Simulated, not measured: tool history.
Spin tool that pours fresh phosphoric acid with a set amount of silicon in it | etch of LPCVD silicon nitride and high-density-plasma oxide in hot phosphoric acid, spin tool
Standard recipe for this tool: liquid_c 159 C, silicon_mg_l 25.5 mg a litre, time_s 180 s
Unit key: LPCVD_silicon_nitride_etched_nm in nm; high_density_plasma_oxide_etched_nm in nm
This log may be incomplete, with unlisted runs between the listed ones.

run,day,liquid_c,silicon_mg_l,time_s,wafers since the last listed run,hours since the thermometer was replaced,hours since the dissolved silicon flow meter was replaced,hours since the heated supply line was repaired,hours since the gauge calibration,"read-back film thickness of the LPCVD silicon nitride reference wafer, read on the same gauge (nm)","read-back film thickness of the high-density-plasma oxide reference wafer, read on the same gauge (nm)",LPCVD_silicon_nitride_etched_nm,high_density_plasma_oxide_etched_nm
1,0,159,25.5,180,0,238.4,457.7,2172.9,3341.4,109.99,109.996,17.12,0.241
2,2.025,159,25.5,180,346,287,506.3,2221.5,3390,109.96,109.997,16.98,0.254
3,4.054,159,25.5,180,347,335.7,555,2270.2,3438.7,110.01,110.021,17.17,0.249
# day 4.592: gauge calibrated
4,8.329,159,25.5,180,731,438.3,657.6,2372.8,89.7,109.99,109.999,17.04,0.231
# day 9.996: dissolved silicon flow meter replaced
5,12.621,158,41,80,727,541.3,63,2475.8,192.7,109.99,109.986,7.35,0.047
# day 15.45: thermometer replaced
6,15.471,159,25.5,180,480,0.5,131.4,2544.2,261.1,109.99,110.003,17,0.247
# day 18.004: heated supply line repaired
7,18.604,161.5,25.5,120,529,75.7,206.6,14.4,336.3,110,109.993,12.71,0.243
8,20.254,160.5,25.5,80,282,115.3,246.2,54,375.9,110.02,109.996,8.26,0.13
9,23.975,156.5,31,230,636,204.6,335.5,143.3,465.2,110,109.982,20.84,0.255
10,29.129,159,25.5,180,882,328.3,459.2,267,588.9,109.98,109.998,17.45,0.272
11,33.288,159,7.5,130,711,428.1,559,366.8,688.7,110,110.024,12.6,0.265
# day 35.142: dissolved silicon flow meter replaced
12,36.392,161,40.5,240,524,502.6,30,441.3,763.2,109.99,109.967,25.06,0.197
# day 38.908: thermometer replaced
13,40.508,159,31.5,180,697,38.4,128.8,540.1,862,110.01,109.993,17.53,0.214
14,43.954,156.5,44,90,589,121.1,211.5,622.8,944.7,109.99,110.027,8.04,0.038
15,47.1,161,16,270,538,196.6,287,698.3,1020.2,109.99,110.008,27.93,0.542
16,50.204,156.5,35.5,140,531,271.1,361.5,772.8,1094.7,110,110.005,12.4,0.106
17,52.308,159,25.5,180,360,321.6,412,823.3,1145.2,110.01,110.011,17.39,0.263
18,54.45,159,25.5,180,366,373,463.4,874.7,1196.6,109.99,109.975,17.39,0.253
19,56.379,159,25.5,180,330,419.3,509.7,921,1242.9,110.01,110.008,17.35,0.241
20,58.112,159,25.5,180,296,460.9,551.3,962.6,1284.5,110.01,109.977,17.48,0.23
# day 58.55: dissolved silicon flow meter replaced
21,61.596,158,36,145,589,544.5,73.1,1046.2,1368.1,110.01,110.014,13.59,0.126
22,66.008,161,25.5,260,755,650.4,179,1152.1,1474,110,110.004,26.84,0.407

Subtracting, for every run, the result it would have given without the tool's unlogged condition from the measured result gives the following. The same run-to-run variation enters both numbers; the gauge's scatter may not:
Unlogged tool condition in this case: liquid hotter than its thermometer reads (K); dissolved silicon flow below the setpoint (%); temperature lost on the way to the wafer (K); gauge reads high (%).
run,LPCVD_silicon_nitride_etched_nm,high_density_plasma_oxide_etched_nm
1,-0.64,-0.02
2,-0.65,-0.022
3,-0.66,-0.022
4,-0.69,-0.022
5,-0.31,-0.004
6,-0.75,-0.024
7,-0.06,-0.002
8,-0.04,-0.001
9,-0.15,-0.004
10,-0.16,-0.006
11,-0.14,-0.006
12,-0.3,-0.005
13,-0.24,-0.007
14,-0.12,-0.002
15,-0.45,-0.019
16,-0.22,-0.005
17,-0.32,-0.011
18,-0.33,-0.01
19,-0.35,-0.011
20,-0.36,-0.011
21,-0.3,-0.006
22,-0.64,-0.021
